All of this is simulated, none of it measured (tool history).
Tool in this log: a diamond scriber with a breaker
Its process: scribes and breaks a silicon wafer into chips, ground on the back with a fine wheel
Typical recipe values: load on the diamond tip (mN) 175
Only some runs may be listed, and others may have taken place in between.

| run | day | load on the diamond tip (mN) | incoming depth of the damage left on the back of the incoming wafer, um | depth of the median crack under the scribed line (µm) | chips rejected at inspection after the break (%) |
|---|---|---|---|---|---|
| 1 | 0 | 148 | 2.72 | 11.92 | 3.41 |
| 2 | 1.2 | 148 | 1.78 | 11.93 | 2.49 |
| 3 | 2.688 | 155 | 2.51 | 12.13 | 2.82 |
| 4 | 3.825 | 155 | 1.62 | 11.87 | 1.98 |
| 5 | 4.771 | 163 | 2.57 | 12.45 | 2.32 |
| 6 | 6.233 | 163 | 1.69 | 12.33 | 1.82 |
| 7 | 6.817 | 163 | 2.43 | 12.15 | 2.29 |
| 8 | 7.367 | 193 | 1.73 | 13.03 | 1.34 |
|  | 7.996 | diamond tip replaced by a new one |
| 9 | 8.546 | 193 | 2.05 | 13.3 | 1.54 |
| 10 | 9.875 | 175 | 1.85 | 12.48 | 1.53 |
| 11 | 10.771 | 175 | 2.58 | 12.61 | 2.1 |
| 12 | 13.625 | 175 | 2.82 | 12.6 | 2.27 |
| 13 | 14.321 | 175 | 1.72 | 12.54 | 1.57 |
| 14 | 15.575 | 199 | 2.8 | 13 | 2.15 |
|  | 16.121 | diamond tip replaced by a new one |
| 15 | 16.142 | 200 | 2.8 | 13.36 | 1.98 |
|  | 16.654 | load on the tip recalibrated |
| 16 | 16.683 | 158 | 2.59 | 11.87 | 3.37 |
| 17 | 17.338 | 210 | 2.24 | 13.11 | 1.58 |
| 18 | 18.229 | 150 | 1.7 | 11.31 | 3.26 |
| 19 | 19.508 | 175 | 2.63 | 12.24 | 2.56 |
|  | 20.767 | load on the tip recalibrated, repeated, since the last time left the tool worse |
| 20 | 20.908 | 175 | 1.63 | 13.14 | 1.33 |
| 21 | 22.342 | 191 | 1.9 | 13.57 | 1.54 |
| 22 | 23.308 | 195 | 1.84 | 13.82 | 1.51 |
|  | 23.896 | diamond tip replaced by a new one |
| 23 | 24.379 | 221 | 1.88 | 14.12 | 2.21 |
| 24 | 27.783 | 223 | 2.34 | 13.98 | 2.32 |
| 25 | 29.242 | 158 | 2.34 | 12.39 | 2.03 |
| 26 | 30.042 | 153 | 2.97 | 12.24 | 2.99 |
| 27 | 31.488 | 175 | 1.53 | 12.73 | 1.42 |

Branching from run 27: 5 alternative next runs. What would each branch give?
| A | 31.517 | 175 | 1.64 | ? | ? |
| B | 31.517 | 125 | 1.64 | ? | ? |
| C | 31.517 | 206 | 1.64 | ? | ? |
| D | 31.517 | 224 | 1.64 | ? | ? |
| E | 31.517 | 197 | 1.64 | ? | ? |

| run | depth of the median crack under the scribed line (µm) | chips rejected at inspection after the break (%) |
|---|---|---|
| A | 12.63 | 1.46 |
| B | 11.23 | 3.65 |
| C | 13.46 | 1.63 |
| D | 13.93 | 2.12 |
| E | 13.22 | 1.49 |
What these runs would have given with no unlogged condition in the tool:
| run | depth of the median crack under the scribed line (µm) | chips rejected at inspection after the break (%) |
|---|---|---|
| A | 12.86 | 1.41 |
| B | 11.43 | 3.1 |
| C | 13.71 | 1.86 |
| D | 14.19 | 2.5 |
| E | 13.47 | 1.64 |

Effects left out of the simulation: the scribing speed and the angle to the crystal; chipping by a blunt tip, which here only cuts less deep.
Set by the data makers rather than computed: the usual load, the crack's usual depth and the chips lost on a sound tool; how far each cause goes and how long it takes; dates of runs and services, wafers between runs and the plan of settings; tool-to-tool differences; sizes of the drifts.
